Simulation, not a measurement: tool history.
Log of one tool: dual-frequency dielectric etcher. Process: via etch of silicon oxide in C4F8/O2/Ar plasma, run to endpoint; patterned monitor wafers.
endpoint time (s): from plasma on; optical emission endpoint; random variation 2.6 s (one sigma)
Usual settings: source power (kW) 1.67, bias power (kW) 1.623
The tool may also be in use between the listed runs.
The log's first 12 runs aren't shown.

run,day,source power (kW),bias power (kW),"incoming incoming film thickness, nm",endpoint time (s)
# day 30.558: source power generator calibrated
# day 31.067: wet clean of the chamber, repeated, since the last time left the tool worse
13,31.088,1.91,1.623,1241.8,270.9
14,33.054,1.91,1.623,1249.4,274.9
15,34.488,1.91,1.623,1251.2,278.5
# day 35.65: bias power generator calibrated
16,35.775,1.67,1.623,1247,287.2
17,36.871,2.05,1.233,1253.5,286.7
18,38.367,1.46,1.521,1242.7,304.8
19,40.304,1.67,1.623,1255.8,292
20,41.375,1.28,2.006,1238,294.2
21,43,1.37,1.877,1243.7,297.9
22,45.533,1.67,1.623,1251.6,291.1
23,47.854,1.5,2.021,1247.4,281.8
24,49.992,1.4,1.919,1251.3,293.1
25,51.112,1.97,1.245,1248.2,291.8
# day 57.338: wet clean of the chamber
26,57.358,1.67,1.623,1251.8,284.8
27,58.8,1.88,1.929,1243.2,256.7
28,61.158,1.9,1.28,1256.4,288.6
29,63.2,1.43,1.969,1250.5,289
30,64.788,1.84,1.745,1256.9,274.9
31,66.35,1.33,1.331,1244.5,324.6
32,68.883,1.51,1.26,1262.8,328.8

4 ways to go on from here, each from the tool as it stands after run 32. What would each give?
A,68.904,1.67,1.306,1241,?
B,68.904,2.02,1.851,1241,?
C,68.904,1.8,1.371,1241,?
D,68.904,1.3,1.623,1241,?

run,endpoint time (s)
A,304.7
B,259.2
C,292.9
D,313.5
Without the tool's hidden state the same runs would have given:
run,endpoint time (s)
A,300.5
B,255.6
C,288.9
D,309.1

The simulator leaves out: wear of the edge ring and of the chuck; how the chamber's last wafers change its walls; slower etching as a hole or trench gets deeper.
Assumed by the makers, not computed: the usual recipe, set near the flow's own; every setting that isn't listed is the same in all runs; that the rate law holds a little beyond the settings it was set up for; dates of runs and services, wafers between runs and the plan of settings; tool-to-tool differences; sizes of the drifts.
